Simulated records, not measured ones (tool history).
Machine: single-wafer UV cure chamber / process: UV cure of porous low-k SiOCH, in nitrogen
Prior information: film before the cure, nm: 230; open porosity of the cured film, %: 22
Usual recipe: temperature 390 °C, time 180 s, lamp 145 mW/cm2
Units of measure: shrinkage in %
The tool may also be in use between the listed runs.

| run | hour | temperature | time | lamp | wafers since the last listed run | hours since the UV bulbs were replaced | wafers since the quartz window was cleaned | shrinkage |
|---|---|---|---|---|---|---|---|---|
| 1 | 0.0 | 390 | 180 | 145 | 0 | 944.8 | 1342 | 10.451 |
| 2 | 8.7 | 390 | 180 | 145 | 53 | 953.5 | 1395 | 10.518 |
| 3 | 16.2 | 390 | 180 | 145 | 46 | 961.0 | 1442 | 10.604 |
| 4 | 24.7 | 390 | 180 | 167 | 52 | 969.5 | 1494 | 11.259 |
| 5 | 73.1 | 390 | 180 | 167 | 299 | 1017.9 | 1794 | 11.112 |
| 6 | 90.2 | 390 | 180 | 167 | 105 | 1035.0 | 1900 | 11.209 |
| 7 | 101.3 | 390 | 180 | 145 | 68 | 1046.1 | 1968 | 10.425 |
| 8 | 107.7 | 390 | 180 | 145 | 39 | 1052.5 | 2008 | 10.118 |
| 9 | 116.4 | 390 | 180 | 145 | 53 | 1061.2 | 2062 | 10.123 |
| 10 | 126.7 | 374 | 180 | 145 | 63 | 1071.5 | 2125 | 9.919 |
| 11 | 133.5 | 374 | 180 | 145 | 42 | 1078.3 | 2168 | 10.015 |
| 12 | 152.9 | 390 | 180 | 145 | 120 | 1097.7 | 2288 | 10.083 |
| 13 | 169.5 | 390 | 180 | 145 | 102 | 1114.3 | 2390 | 10.096 |
| 14 | 181.7 | 390 | 215 | 145 | 75 | 1126.5 | 2466 | 10.866 |
| 15 | 194.7 | 390 | 215 | 145 | 80 | 1139.5 | 2546 | 10.670 |
| 16 | 202.3 | 390 | 180 | 134 | 47 | 1147.1 | 2593 | 9.575 |
| 17 | 214.7 | 390 | 180 | 163 | 76 | 1159.5 | 2670 | 10.157 |
| 18 | 245.4 | 390 | 180 | 163 | 189 | 1190.2 | 2860 | 10.048 |
| 19 | 261.6 | 390 | 180 | 145 | 100 | 1206.4 | 2960 | 9.560 |
| 20 | 284.9 | 390 | 180 | 145 | 144 | 1229.7 | 3104 | 9.572 |
| 21 | 293.1 | 390 | 180 | 145 | 50 | 1237.9 | 3155 | 9.604 |
| 22 | 301.3 | 390 | 180 | 145 | 50 | 1246.1 | 3206 | 9.614 |
|  | 315.8 | UV bulbs replaced |
| 23 | 316.3 | 390 | 180 | 145 | 43 | 0.5 | 3249 | 10.572 |
| 24 | 320.8 | 390 | 110 | 145 | 27 | 5.0 | 3277 | 8.939 |
|  | 337.4 | quartz window cleaned |
| 25 | 337.9 | 372 | 180 | 179 | 56 | 22.1 | 3 | 12.921 |
| 26 | 344.0 | 390 | 215 | 145 | 37 | 28.2 | 40 | 12.725 |
| 27 | 360.2 | 390 | 180 | 111 | 100 | 44.4 | 140 | 10.875 |
| 28 | 376.9 | 376 | 265 | 169 | 103 | 61.1 | 244 | 13.928 |
| 29 | 388.9 | 396 | 245 | 145 | 74 | 73.1 | 318 | 13.551 |
| 30 | 400.8 | 390 | 180 | 128 | 73 | 85.0 | 392 | 11.746 |
| 31 | 410.4 | 405 | 120 | 145 | 59 | 94.6 | 451 | 10.266 |
| 32 | 423.8 | 407 | 225 | 145 | 82 | 108.0 | 534 | 12.981 |
| 33 | 440.9 | 390 | 140 | 174 | 105 | 125.1 | 640 | 11.689 |
| 34 | 448.1 | 390 | 280 | 145 | 44 | 132.3 | 684 | 13.700 |
| 35 | 459.6 | 390 | 245 | 145 | 71 | 143.8 | 755 | 13.223 |
| 36 | 471.6 | 406 | 225 | 145 | 74 | 155.8 | 830 | 12.768 |
| 37 | 478.6 | 390 | 180 | 109 | 43 | 162.8 | 873 | 10.167 |
| 38 | 494.6 | 397 | 180 | 114 | 98 | 178.8 | 972 | 10.700 |
| 39 | 505.5 | 390 | 270 | 127 | 67 | 189.7 | 1039 | 13.047 |
| 40 | 520.3 | 390 | 180 | 145 | 91 | 204.5 | 1131 | 11.245 |
| 41 | 530.5 | 384 | 260 | 164 | 63 | 214.7 | 1194 | 13.500 |
| 42 | 544.0 | 398 | 115 | 117 | 83 | 228.2 | 1277 | 8.699 |
| 43 | 556.6 | 390 | 245 | 105 | 77 | 240.8 | 1355 | 11.240 |
| 44 | 571.6 | 390 | 180 | 145 | 92 | 255.8 | 1448 | 11.128 |
| 45 | 583.6 | 382 | 180 | 108 | 74 | 267.8 | 1522 | 9.630 |
| 46 | 590.3 | 378 | 215 | 174 | 41 | 274.5 | 1564 | 12.779 |
| 47 | 616.8 | 390 | 180 | 145 | 163 | 301.0 | 1728 | 10.775 |

The same runs without the tool's hidden state, with the same run-to-run variation:
The hidden state here: lamp output below its setpoint, %; transmission lost against a clean window, %.
| run | shrinkage |
|---|---|
| 1 | 12.406 |
| 2 | 12.510 |
| 3 | 12.634 |
| 4 | 13.351 |
| 5 | 13.337 |
| 6 | 13.518 |
| 7 | 12.709 |
| 8 | 12.360 |
| 9 | 12.399 |
| 10 | 12.237 |
| 11 | 12.385 |
| 12 | 12.503 |
| 13 | 12.596 |
| 14 | 13.469 |
| 15 | 13.291 |
| 16 | 12.166 |
| 17 | 12.801 |
| 18 | 12.831 |
| 19 | 12.406 |
| 20 | 12.569 |
| 21 | 12.667 |
| 22 | 12.737 |
| 23 | 12.092 |
| 24 | 10.493 |
| 25 | 13.298 |
| 26 | 13.115 |
| 27 | 11.311 |
| 28 | 14.445 |
| 29 | 14.124 |
| 30 | 12.358 |
| 31 | 10.873 |
| 32 | 13.676 |
| 33 | 12.451 |
| 34 | 14.505 |
| 35 | 14.079 |
| 36 | 13.652 |
| 37 | 11.024 |
| 38 | 11.651 |
| 39 | 14.108 |
| 40 | 12.298 |
| 41 | 14.655 |
| 42 | 9.800 |
| 43 | 12.464 |
| 44 | 12.407 |
| 45 | 10.908 |
| 46 | 14.217 |
| 47 | 12.233 |

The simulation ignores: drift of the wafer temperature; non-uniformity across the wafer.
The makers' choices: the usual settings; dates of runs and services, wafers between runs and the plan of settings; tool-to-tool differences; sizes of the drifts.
